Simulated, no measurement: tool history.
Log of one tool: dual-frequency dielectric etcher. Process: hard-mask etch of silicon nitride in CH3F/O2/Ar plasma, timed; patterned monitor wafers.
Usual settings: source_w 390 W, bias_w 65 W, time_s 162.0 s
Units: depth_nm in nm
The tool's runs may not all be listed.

| run | hour | source_w | bias_w | time_s | read-back reference wafer on the same gauge, depth_nm | depth_nm |
|---|---|---|---|---|---|---|
| 1 | 0.0 | 390 | 65 | 125.5 | 138.9 | 90.1 |
| 2 | 45.3 | 330 | 65 | 162.0 | 138.9 | 109.9 |
| 3 | 73.4 | 330 | 65 | 162.0 | 139.1 | 108.5 |
| 4 | 100.9 | 330 | 65 | 162.0 | 139.2 | 109.4 |
| 5 | 129.2 | 390 | 65 | 151.0 | 139.0 | 109.4 |
| 6 | 160.3 | 390 | 65 | 151.0 | 139.1 | 110.7 |
| 7 | 187.5 | 390 | 65 | 151.0 | 139.0 | 110.1 |
| 8 | 250.9 | 390 | 65 | 162.0 | 138.9 | 118.8 |
| 9 | 321.9 | 390 | 65 | 162.0 | 139.2 | 121.3 |
| 10 | 372.1 | 390 | 65 | 162.0 | 138.8 | 121.5 |
|  | 446.2 | wet clean of the chamber |
| 11 | 446.7 | 390 | 65 | 162.0 | 139.0 | 115.0 |
| 12 | 493.2 | 390 | 65 | 162.0 | 138.7 | 115.6 |
| 13 | 532.6 | 390 | 65 | 162.0 | 139.3 | 116.5 |
|  | 570.0 | source power generator calibrated |
| 14 | 599.4 | 390 | 58 | 162.0 | 139.2 | 113.8 |
|  | 630.8 | upper electrode replaced |
| 15 | 636.8 | 390 | 65 | 151.0 | 138.8 | 109.6 |
| 16 | 694.4 | 390 | 65 | 162.0 | 138.8 | 119.0 |
|  | 737.5 | gauge calibrated |
| 17 | 748.4 | 390 | 75 | 162.0 | 138.9 | 124.0 |
| 18 | 808.9 | 390 | 65 | 151.0 | 139.4 | 111.2 |
|  | 851.0 | bias power generator calibrated |
|  | 875.8 | wet clean of the chamber |
| 19 | 877.2 | 390 | 72 | 162.0 | 138.8 | 118.8 |
| 20 | 923.0 | 330 | 65 | 202.5 | 138.9 | 135.3 |
| 21 | 976.1 | 390 | 60 | 162.0 | 138.6 | 114.2 |
| 22 | 1005.4 | 310 | 73 | 181.5 | 138.7 | 122.4 |
| 23 | 1068.6 | 390 | 57 | 162.0 | 138.9 | 114.9 |
| 24 | 1129.8 | 390 | 65 | 162.0 | 138.7 | 118.7 |
| 25 | 1157.5 | 390 | 65 | 194.5 | 139.1 | 144.3 |
| 26 | 1228.1 | 390 | 56 | 162.0 | 139.2 | 116.2 |
| 27 | 1288.4 | 390 | 65 | 162.0 | 138.9 | 122.2 |
|  | 1320.5 | wet clean of the chamber |
| 28 | 1336.3 | 460 | 56 | 136.5 | 139.0 | 103.7 |
| 29 | 1402.8 | 390 | 65 | 151.0 | 139.1 | 111.3 |

4 ways to go on from here, each from the tool as it stands after run 29. What would each give?
| A | 1403.3 | 390 | 65 | 162.0 | ? | ? |
| B | 1403.3 | 480 | 53 | 198.0 | ? | ? |
| C | 1403.3 | 390 | 65 | 133.0 | ? | ? |
| D | 1403.3 | 340 | 58 | 197.0 | ? | ? |

| run | read-back reference wafer on the same gauge, depth_nm | depth_nm |
|---|---|---|
| A | 138.8 | 118.3 |
| B | 138.8 | 150.4 |
| C | 138.8 | 97.1 |
| D | 138.8 | 131.5 |
Without the tool's hidden state the same runs would have given:
| run | depth_nm |
|---|---|
| A | 116.4 |
| B | 148.1 |
| C | 95.6 |
| D | 129.4 |
